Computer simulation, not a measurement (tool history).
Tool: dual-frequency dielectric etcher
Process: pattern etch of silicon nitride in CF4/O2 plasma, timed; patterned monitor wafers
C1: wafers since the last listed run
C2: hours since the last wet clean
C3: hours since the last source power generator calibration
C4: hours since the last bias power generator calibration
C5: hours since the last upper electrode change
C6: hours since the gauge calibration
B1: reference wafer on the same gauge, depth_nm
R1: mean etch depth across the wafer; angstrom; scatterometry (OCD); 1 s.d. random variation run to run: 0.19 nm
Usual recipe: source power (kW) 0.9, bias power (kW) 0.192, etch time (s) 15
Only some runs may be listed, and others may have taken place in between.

run 1 hour=0 | source_power_(kW)=0.95 bias_power_(kW)=0.172 etch_time_(s)=15 | C1=0 C2=284.2 C3=1411.4 C4=3242.7 C5=3096.9 C6=323.9 | B1=63.2 | R1=567
-- hour=2.2 gauge calibrated
-- hour=30.8 wet clean of the chamber
run 2 hour=31.3 | source_power_(kW)=0.9 bias_power_(kW)=0.227 etch_time_(s)=15 | C1=160 C2=0.5 C3=1442.7 C4=3274 C5=3128.2 C6=29.1 | B1=63.3 | R1=586
run 3 hour=50.6 | source_power_(kW)=0.9 bias_power_(kW)=0.227 etch_time_(s)=15 | C1=425 C2=19.8 C3=1462 C4=3293.3 C5=3147.5 C6=48.4 | B1=63.3 | R1=582
run 4 hour=74.6 | source_power_(kW)=0.9 bias_power_(kW)=0.227 etch_time_(s)=15 | C1=528 C2=43.8 C3=1486 C4=3317.3 C5=3171.5 C6=72.4 | B1=63.1 | R1=588
run 5 hour=87.9 | source_power_(kW)=0.9 bias_power_(kW)=0.215 etch_time_(s)=15 | C1=292 C2=57.1 C3=1499.3 C4=3330.6 C5=3184.8 C6=85.7 | B1=63.1 | R1=579
run 6 hour=101.5 | source_power_(kW)=0.9 bias_power_(kW)=0.215 etch_time_(s)=15 | C1=299 C2=70.7 C3=1512.9 C4=3344.2 C5=3198.4 C6=99.3 | B1=63.3 | R1=576
run 7 hour=181.5 | source_power_(kW)=0.9 bias_power_(kW)=0.215 etch_time_(s)=15 | C1=1761 C2=150.7 C3=1592.9 C4=3424.2 C5=3278.4 C6=179.3 | B1=63.2 | R1=581
run 8 hour=196.6 | source_power_(kW)=0.9 bias_power_(kW)=0.192 etch_time_(s)=15 | C1=332 C2=165.8 C3=1608 C4=3439.3 C5=3293.5 C6=194.4 | B1=63.2 | R1=562
run 9 hour=212.2 | source_power_(kW)=0.9 bias_power_(kW)=0.22 etch_time_(s)=15 | C1=343 C2=181.4 C3=1623.6 C4=3454.9 C5=3309.1 C6=210 | B1=63.2 | R1=584
run 10 hour=234.8 | source_power_(kW)=0.9 bias_power_(kW)=0.22 etch_time_(s)=15 | C1=497 C2=204 C3=1646.2 C4=3477.5 C5=3331.7 C6=232.6 | B1=63.2 | R1=583
-- hour=259.3 bias power generator calibrated
run 11 hour=264 | source_power_(kW)=0.9 bias_power_(kW)=0.22 etch_time_(s)=15 | C1=555 C2=233.2 C3=1675.4 C4=4.7 C5=3360.9 C6=261.8 | B1=63.1 | R1=584
run 12 hour=277.8 | source_power_(kW)=0.8 bias_power_(kW)=0.192 etch_time_(s)=11.5 | C1=303 C2=247 C3=1689.2 C4=18.5 C5=3374.7 C6=275.6 | B1=63.2 | R1=386
run 13 hour=307 | source_power_(kW)=0.74 bias_power_(kW)=0.239 etch_time_(s)=17.5 | C1=643 C2=276.2 C3=1718.4 C4=47.7 C5=3403.9 C6=304.8 | B1=63.1 | R1=580
-- hour=337.9 upper electrode replaced
run 14 hour=338.4 | source_power_(kW)=1.06 bias_power_(kW)=0.159 etch_time_(s)=17 | C1=162 C2=307.6 C3=1749.8 C4=79.1 C5=0.5 C6=336.2 | B1=63.2 | R1=698
-- hour=341.6 gauge calibrated
run 15 hour=368.8 | source_power_(kW)=1.1 bias_power_(kW)=0.192 etch_time_(s)=12.5 | C1=669 C2=338 C3=1780.2 C4=109.5 C5=30.9 C6=27.2 | B1=63.2 | R1=560
-- hour=392.2 source power generator calibrated
-- hour=409.1 wet clean of the chamber
run 16 hour=409.6 | source_power_(kW)=0.78 bias_power_(kW)=0.192 etch_time_(s)=16.5 | C1=437 C2=0.5 C3=17.4 C4=150.3 C5=71.7 C6=68 | B1=63.1 | R1=513
run 17 hour=419.7 | source_power_(kW)=0.9 bias_power_(kW)=0.157 etch_time_(s)=15 | C1=222 C2=10.6 C3=27.5 C4=160.4 C5=81.8 C6=78.1 | B1=63.1 | R1=503
run 18 hour=434 | source_power_(kW)=0.9 bias_power_(kW)=0.192 etch_time_(s)=15 | C1=314 C2=24.9 C3=41.8 C4=174.7 C5=96.1 C6=92.4 | B1=63.2 | R1=534
run 19 hour=447.6 | source_power_(kW)=1.04 bias_power_(kW)=0.238 etch_time_(s)=13 | C1=299 C2=38.5 C3=55.4 C4=188.3 C5=109.7 C6=106 | B1=63.2 | R1=568
run 20 hour=481.3 | source_power_(kW)=0.9 bias_power_(kW)=0.192 etch_time_(s)=16.5 | C1=742 C2=72.2 C3=89.1 C4=222 C5=143.4 C6=139.7 | B1=63.1 | R1=592
run 21 hour=509.3 | source_power_(kW)=0.81 bias_power_(kW)=0.144 etch_time_(s)=15 | C1=616 C2=100.2 C3=117.1 C4=250 C5=171.4 C6=167.7 | B1=63.1 | R1=447
run 22 hour=541.5 | source_power_(kW)=0.76 bias_power_(kW)=0.228 etch_time_(s)=13 | C1=709 C2=132.4 C3=149.3 C4=282.2 C5=203.6 C6=199.9 | B1=63.2 | R1=420
run 23 hour=569.5 | source_power_(kW)=0.9 bias_power_(kW)=0.192 etch_time_(s)=15 | C1=616 C2=160.4 C3=177.3 C4=310.2 C5=231.6 C6=227.9 | B1=63.2 | R1=536
run 24 hour=586.7 | source_power_(kW)=0.9 bias_power_(kW)=0.192 etch_time_(s)=15 | C1=378 C2=177.6 C3=194.5 C4=327.4 C5=248.8 C6=245.1 | B1=63.2 | R1=537
run 25 hour=615.9 | source_power_(kW)=0.9 bias_power_(kW)=0.192 etch_time_(s)=15 | C1=643 C2=206.8 C3=223.7 C4=356.6 C5=278 C6=274.3 | B1=63.3 | R1=536

Below are 4 alternative next runs, each starting from the tool's condition after run 25. Predict each:
run A hour=616.3 | source_power_(kW)=0.7 bias_power_(kW)=0.192 etch_time_(s)=15 | C1=8 C2=207.2 C3=224.1 C4=357 C5=278.4 C6=274.7 | B1=? | R1=?
run B hour=616.3 | source_power_(kW)=0.7 bias_power_(kW)=0.169 etch_time_(s)=17.5 | C1=8 C2=207.2 C3=224.1 C4=357 C5=278.4 C6=274.7 | B1=? | R1=?
run C hour=616.3 | source_power_(kW)=1.1 bias_power_(kW)=0.211 etch_time_(s)=15 | C1=8 C2=207.2 C3=224.1 C4=357 C5=278.4 C6=274.7 | B1=? | R1=?
run D hour=616.3 | source_power_(kW)=0.83 bias_power_(kW)=0.234 etch_time_(s)=19 | C1=8 C2=207.2 C3=224.1 C4=357 C5=278.4 C6=274.7 | B1=? | R1=?

run=A B1=63.3 R1=425
run=B B1=63.3 R1=478
run=C B1=63.3 R1=667
run=D B1=63.3 R1=673
Had the tool no hidden state, the same runs would have come out as:
run=A R1=425
run=B R1=477
run=C R1=666
run=D R1=672

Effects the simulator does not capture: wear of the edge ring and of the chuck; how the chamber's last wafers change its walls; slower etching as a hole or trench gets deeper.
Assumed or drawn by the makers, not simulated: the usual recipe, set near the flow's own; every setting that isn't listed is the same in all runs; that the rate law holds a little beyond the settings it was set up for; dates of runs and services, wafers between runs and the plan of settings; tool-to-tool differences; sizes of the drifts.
